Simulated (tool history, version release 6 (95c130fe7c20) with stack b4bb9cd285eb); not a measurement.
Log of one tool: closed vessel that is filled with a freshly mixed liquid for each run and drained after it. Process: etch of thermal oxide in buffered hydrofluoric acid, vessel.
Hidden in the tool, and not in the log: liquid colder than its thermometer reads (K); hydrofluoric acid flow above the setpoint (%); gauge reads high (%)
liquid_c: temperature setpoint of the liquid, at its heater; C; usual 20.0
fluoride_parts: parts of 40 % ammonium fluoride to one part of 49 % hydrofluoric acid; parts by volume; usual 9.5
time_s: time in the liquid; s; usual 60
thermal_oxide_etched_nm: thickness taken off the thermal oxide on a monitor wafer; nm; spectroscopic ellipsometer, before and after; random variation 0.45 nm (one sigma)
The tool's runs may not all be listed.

run    hour  liquid_c  fluoride_parts  time_s  wafers since the last listed run  hours since the thermometer was replaced  hours since the hydrofluoric acid flow meter was replaced  hours since the gauge calibration  read-back film thickness of the thermal oxide reference wafer, read on the same gauge (nm)  thermal_oxide_etched_nm
  1     0.0      18.0             9.5      60                                 0                                     726.8                                                      955.8                             1422.2                                                                                      119.98                    48.09
  2   218.2      20.0             9.5      60                             15717                                     945.0                                                     1174.0                             1640.4                                                                                      120.01                    54.02
      239.2  -- thermometer replaced
  3   286.4      20.0             9.5      60                              4840                                      47.2                                                     1242.2                             1708.6                                                                                      119.99                    53.28
  4   339.8      20.0             9.5      60                              3846                                     100.6                                                     1295.6                             1762.0                                                                                      119.98                    54.06
  5   405.4      20.0             9.5      60                              4725                                     166.2                                                     1361.2                             1827.6                                                                                      119.98                    54.76
      422.4  -- hydrofluoric acid flow meter replaced
  6   461.2      20.0            11.5      35                              3947                                     222.0                                                       38.8                             1883.4                                                                                      119.99                    26.26
  7   527.5      20.0             9.5      60                              4775                                     288.3                                                      105.1                             1949.7                                                                                      120.03                    53.80
      527.7  -- gauge calibrated
  8   585.7      20.0             9.5      60                              4192                                     346.5                                                      163.3                               58.0                                                                                      119.99                    53.50
  9   657.5      20.0             9.5      60                              5171                                     418.3                                                      235.1                              129.8                                                                                      119.96                    54.39
 10   752.0      20.0             9.5      75                              6806                                     512.8                                                      329.6                              224.3                                                                                      120.00                    67.21
 11   839.4      17.0            12.5      75                              6295                                     600.2                                                      417.0                              311.7                                                                                      120.02                    43.44
 12   914.5      17.5             9.5      60                              5409                                     675.3                                                      492.1                              386.8                                                                                      119.99                    46.40
 13  1007.4      20.0             9.5      60                              6691                                     768.2                                                      585.0                              479.7                                                                                      120.00                    53.82
 14  1063.7      20.0             9.5      60                              4055                                     824.5                                                      641.3                              536.0                                                                                      120.02                    53.37
 15  1139.9      20.0             9.5      60                              5488                                     900.7                                                      717.5                              612.2                                                                                      120.00                    53.19
     1182.5  -- thermometer replaced
 16  1204.9      20.0             9.5      95                              4609                                      22.4                                                      782.5                              677.2                                                                                      120.00                    85.75
 17  1278.8      20.0             5.5      60                              5323                                      96.3                                                      856.4                              751.1                                                                                      119.99                    90.18
 18  1371.5      20.0             9.5      75                              6677                                     189.0                                                      949.1                              843.8                                                                                      119.98                    67.18
 19  1408.7      21.5             9.5      60                              2679                                     226.2                                                      986.3                              881.0                                                                                      120.00                    58.45
 20  1515.6      20.0            10.5      40                              7700                                     333.1                                                     1093.2                              987.9                                                                                      120.00                    32.83
 21  1619.9      20.0             9.5      60                              7512                                     437.4                                                     1197.5                             1092.2                                                                                      120.01                    53.53
 22  1666.8      20.0             9.5      60                              3378                                     484.3                                                     1244.4                             1139.1                                                                                      120.01                    53.81
 23  1821.7      22.5             9.5      50                             11157                                     639.2                                                     1399.3                             1294.0                                                                                      120.00                    51.09
 24  1914.1      18.5             6.5      30                              6655                                     731.6                                                     1491.7                             1386.4                                                                                      120.01                    35.37
 25  1954.7      20.0             9.5      60                              2924                                     772.2                                                     1532.3                             1427.0                                                                                      120.00                    53.75
     1966.8  -- hydrofluoric acid flow meter replaced
 26  2056.7      23.0             6.0      45                              7275                                     874.2                                                       89.9                             1529.0                                                                                      119.97                    74.07
 27  2110.5      20.0            11.0      40                              3875                                     928.0                                                      143.7                             1582.8                                                                                      120.00                    31.61
 28  2149.9      17.0             9.5      95                              2838                                     967.4                                                      183.1                             1622.2                                                                                      119.98                    71.70
     2161.2  -- thermometer replaced
 29  2187.8      22.5            12.5      40                              2657                                      26.6                                                      221.0                             1660.1                                                                                      119.99                    32.25
 30  2229.0      20.0             9.5      50                              2967                                      67.8                                                      262.2                             1701.3                                                                                      120.01                    44.89
 31  2288.4      17.0             7.5      85                              4278                                     127.2                                                      321.6                             1760.7                                                                                      120.00                    81.55
 32  2334.1      17.0             6.5      60                              3291                                     172.9                                                      367.3                             1806.4                                                                                      120.00                    66.48

Hidden state at the last listed run before each entry between runs and at the first one after, where it differs:
Between runs 2 and 3: thermometer replaced (hour 239.2)
  no hidden state differs between the two runs
Between runs 5 and 6: hydrofluoric acid flow meter replaced (hour 422.4)
  no hidden state differs between the two runs
Between runs 7 and 8: gauge calibrated (hour 527.7)
  no hidden state differs between the two runs
Between runs 15 and 16: thermometer replaced (hour 1182.5)
  no hidden state differs between the two runs
Between runs 25 and 26: hydrofluoric acid flow meter replaced (hour 1966.8)
  no hidden state differs between the two runs
Between runs 28 and 29: thermometer replaced (hour 2161.2)
  no hidden state differs between the two runs
